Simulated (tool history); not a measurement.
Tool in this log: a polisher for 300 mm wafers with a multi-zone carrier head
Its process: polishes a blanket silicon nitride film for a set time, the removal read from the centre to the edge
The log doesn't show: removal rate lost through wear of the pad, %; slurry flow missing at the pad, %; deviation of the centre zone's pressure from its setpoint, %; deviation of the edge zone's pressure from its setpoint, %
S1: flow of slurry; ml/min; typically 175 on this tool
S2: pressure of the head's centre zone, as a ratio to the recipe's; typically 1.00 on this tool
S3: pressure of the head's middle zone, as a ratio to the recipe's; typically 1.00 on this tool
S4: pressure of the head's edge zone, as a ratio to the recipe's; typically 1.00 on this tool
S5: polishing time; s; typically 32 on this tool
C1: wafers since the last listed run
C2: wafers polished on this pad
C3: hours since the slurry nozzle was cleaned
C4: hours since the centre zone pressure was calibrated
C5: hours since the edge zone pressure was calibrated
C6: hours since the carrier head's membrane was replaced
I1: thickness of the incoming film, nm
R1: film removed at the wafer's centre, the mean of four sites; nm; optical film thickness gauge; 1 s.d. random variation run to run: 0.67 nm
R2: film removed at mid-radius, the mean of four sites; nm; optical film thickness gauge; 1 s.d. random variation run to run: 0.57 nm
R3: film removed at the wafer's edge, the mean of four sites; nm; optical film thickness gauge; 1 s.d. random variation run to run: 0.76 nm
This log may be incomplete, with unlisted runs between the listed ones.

{"run": 1, "hour": 0.0, "S1": 175, "S2": 1.0, "S3": 1.0, "S4": 1.0, "S5": 32, "C1": 0, "C2": 69, "C3": 192.1, "C4": 704.9, "C5": 524.6, "C6": 739.6, "I1": 547.6, "R1": 57.7, "R2": 59.0, "R3": 57.7}
{"run": 2, "hour": 34.4, "S1": 175, "S2": 1.0, "S3": 1.0, "S4": 1.0, "S5": 32, "C1": 395, "C2": 465, "C3": 226.5, "C4": 739.3, "C5": 559.0, "C6": 774.0, "I1": 546.1, "R1": 58.6, "R2": 56.6, "R3": 57.1}
{"run": 3, "hour": 56.1, "S1": 175, "S2": 1.0, "S3": 1.0, "S4": 1.0, "S5": 32, "C1": 249, "C2": 714, "C3": 248.2, "C4": 761.0, "C5": 580.7, "C6": 795.7, "I1": 556.1, "R1": 57.8, "R2": 56.4, "R3": 58.0}
{"run": 4, "hour": 90.1, "S1": 175, "S2": 1.0, "S3": 1.0, "S4": 1.0, "S5": 32, "C1": 390, "C2": 1105, "C3": 282.2, "C4": 795.0, "C5": 614.7, "C6": 829.7, "I1": 551.9, "R1": 55.2, "R2": 54.9, "R3": 55.3}
{"run": 5, "hour": 117.9, "S1": 175, "S2": 1.0, "S3": 1.0, "S4": 1.0, "S5": 32, "C1": 319, "C2": 1424, "C3": 310.0, "C4": 822.8, "C5": 642.5, "C6": 857.5, "I1": 554.0, "R1": 55.2, "R2": 55.2, "R3": 53.8}
{"hour": 156.3, "done": "worn pad replaced by a new one"}
{"hour": 223.9, "done": "slurry nozzle cleaned"}
{"run": 6, "hour": 224.4, "S1": 175, "S2": 1.0, "S3": 1.0, "S4": 0.94, "S5": 32, "C1": 1166, "C2": 770, "C3": 0.5, "C4": 929.3, "C5": 749.0, "C6": 964.0, "I1": 548.0, "R1": 57.8, "R2": 56.9, "R3": 56.7}
{"run": 7, "hour": 255.1, "S1": 205, "S2": 1.0, "S3": 1.0, "S4": 1.06, "S5": 32, "C1": 352, "C2": 1123, "C3": 31.2, "C4": 960.0, "C5": 779.7, "C6": 994.7, "I1": 549.1, "R1": 57.4, "R2": 57.3, "R3": 58.4}
{"hour": 286.0, "done": "carrier head's membrane replaced by a new one"}
{"run": 8, "hour": 286.5, "S1": 205, "S2": 1.0, "S3": 1.0, "S4": 1.06, "S5": 32, "C1": 303, "C2": 1427, "C3": 62.6, "C4": 991.4, "C5": 811.1, "C6": 0.5, "I1": 547.3, "R1": 56.8, "R2": 55.3, "R3": 56.9}
{"hour": 298.5, "done": "edge zone pressure recalibrated"}
{"run": 9, "hour": 304.8, "S1": 175, "S2": 1.0, "S3": 1.0, "S4": 1.0, "S5": 32, "C1": 187, "C2": 1614, "C3": 80.9, "C4": 1009.7, "C5": 6.3, "C6": 18.8, "I1": 546.5, "R1": 54.6, "R2": 53.4, "R3": 53.7}
{"hour": 308.9, "done": "worn pad replaced by a new one"}
{"run": 10, "hour": 328.8, "S1": 175, "S2": 1.0, "S3": 1.0, "S4": 1.0, "S5": 32, "C1": 229, "C2": 229, "C3": 104.9, "C4": 1033.7, "C5": 30.3, "C6": 42.8, "I1": 552.4, "R1": 59.4, "R2": 57.9, "R3": 57.6}
{"run": 11, "hour": 363.9, "S1": 175, "S2": 1.0, "S3": 1.0, "S4": 1.0, "S5": 32, "C1": 403, "C2": 632, "C3": 140.0, "C4": 1068.8, "C5": 65.4, "C6": 77.9, "I1": 560.6, "R1": 57.6, "R2": 57.2, "R3": 57.2}
{"run": 12, "hour": 394.0, "S1": 175, "S2": 1.0, "S3": 1.0, "S4": 1.0, "S5": 38, "C1": 346, "C2": 978, "C3": 170.1, "C4": 1098.9, "C5": 95.5, "C6": 108.0, "I1": 561.0, "R1": 67.3, "R2": 66.0, "R3": 65.8}
{"hour": 407.5, "done": "centre zone pressure recalibrated"}
{"run": 13, "hour": 408.0, "S1": 175, "S2": 1.0, "S3": 1.0, "S4": 1.0, "S5": 32, "C1": 137, "C2": 1116, "C3": 184.1, "C4": 0.5, "C5": 109.5, "C6": 122.0, "I1": 542.7, "R1": 56.3, "R2": 55.6, "R3": 54.8}
{"run": 14, "hour": 435.9, "S1": 175, "S2": 1.0, "S3": 1.0, "S4": 1.0, "S5": 32, "C1": 320, "C2": 1437, "C3": 212.0, "C4": 28.4, "C5": 137.4, "C6": 149.9, "I1": 552.6, "R1": 56.2, "R2": 55.4, "R3": 54.0}
{"run": 15, "hour": 464.8, "S1": 175, "S2": 1.05, "S3": 1.0, "S4": 1.0, "S5": 32, "C1": 332, "C2": 1769, "C3": 240.9, "C4": 57.3, "C5": 166.3, "C6": 178.8, "I1": 544.5, "R1": 54.7, "R2": 53.3, "R3": 53.4}
{"hour": 468.9, "done": "worn pad replaced by a new one"}
{"run": 16, "hour": 492.3, "S1": 175, "S2": 0.89, "S3": 1.0, "S4": 1.0, "S5": 36, "C1": 270, "C2": 269, "C3": 268.4, "C4": 84.8, "C5": 193.8, "C6": 206.3, "I1": 554.1, "R1": 62.0, "R2": 66.3, "R3": 65.3}
{"run": 17, "hour": 524.5, "S1": 175, "S2": 0.91, "S3": 1.0, "S4": 1.0, "S5": 38, "C1": 370, "C2": 639, "C3": 300.6, "C4": 117.0, "C5": 226.0, "C6": 238.5, "I1": 551.3, "R1": 65.0, "R2": 68.1, "R3": 66.5}
{"run": 18, "hour": 537.8, "S1": 125, "S2": 1.0, "S3": 1.0, "S4": 1.0, "S5": 32, "C1": 152, "C2": 792, "C3": 313.9, "C4": 130.3, "C5": 239.3, "C6": 251.8, "I1": 551.8, "R1": 52.5, "R2": 52.5, "R3": 52.9}
{"run": 19, "hour": 570.0, "S1": 175, "S2": 1.0, "S3": 1.0, "S4": 0.92, "S5": 32, "C1": 370, "C2": 1162, "C3": 346.1, "C4": 162.5, "C5": 271.5, "C6": 284.0, "I1": 548.2, "R1": 56.7, "R2": 55.9, "R3": 53.8}
{"hour": 580.9, "done": "slurry nozzle cleaned"}
{"run": 20, "hour": 586.3, "S1": 175, "S2": 1.0, "S3": 1.0, "S4": 1.0, "S5": 32, "C1": 175, "C2": 1338, "C3": 5.4, "C4": 178.8, "C5": 287.8, "C6": 300.3, "I1": 556.8, "R1": 54.5, "R2": 55.8, "R3": 55.3}
{"run": 21, "hour": 615.2, "S1": 175, "S2": 1.0, "S3": 1.0, "S4": 1.0, "S5": 32, "C1": 332, "C2": 1670, "C3": 34.3, "C4": 207.7, "C5": 316.7, "C6": 329.2, "I1": 549.6, "R1": 54.4, "R2": 54.4, "R3": 54.5}
{"hour": 620.8, "done": "worn pad replaced by a new one"}
{"run": 22, "hour": 649.0, "S1": 175, "S2": 1.0, "S3": 1.0, "S4": 0.96, "S5": 23, "C1": 342, "C2": 324, "C3": 68.1, "C4": 241.5, "C5": 350.5, "C6": 363.0, "I1": 551.6, "R1": 42.4, "R2": 42.4, "R3": 41.5}
{"run": 23, "hour": 673.7, "S1": 175, "S2": 1.0, "S3": 1.0, "S4": 1.0, "S5": 32, "C1": 283, "C2": 607, "C3": 92.8, "C4": 266.2, "C5": 375.2, "C6": 387.7, "I1": 554.7, "R1": 57.7, "R2": 57.7, "R3": 57.6}

Alternative continuations, all from the tool just after run 23; predict every row:
{"run": "A", "hour": 674.1, "S1": 175, "S2": 1.0, "S3": 1.11, "S4": 1.0, "S5": 32, "C1": 4, "C2": 612, "C3": 93.2, "C4": 266.6, "C5": 375.6, "C6": 388.1, "I1": 539.5, "R1": "?", "R2": "?", "R3": "?"}
{"run": "B", "hour": 674.1, "S1": 175, "S2": 1.12, "S3": 0.91, "S4": 1.0, "S5": 32, "C1": 4, "C2": 612, "C3": 93.2, "C4": 266.6, "C5": 375.6, "C6": 388.1, "I1": 539.5, "R1": "?", "R2": "?", "R3": "?"}
{"run": "C", "hour": 674.1, "S1": 210, "S2": 1.09, "S3": 1.06, "S4": 1.0, "S5": 32, "C1": 4, "C2": 612, "C3": 93.2, "C4": 266.6, "C5": 375.6, "C6": 388.1, "I1": 539.5, "R1": "?", "R2": "?", "R3": "?"}

run=A R1=58.0 R2=62.8 R3=56.9
run=B R1=61.7 R2=53.1 R3=57.0
run=C R1=62.9 R2=62.2 R3=58.2
Stripped of hidden state, with their random variation kept, the same runs would have yielded:
run=A R1=60.2 R2=65.2 R3=59.0
run=B R1=64.0 R2=55.1 R3=59.2
run=C R1=65.2 R2=64.6 R3=60.4
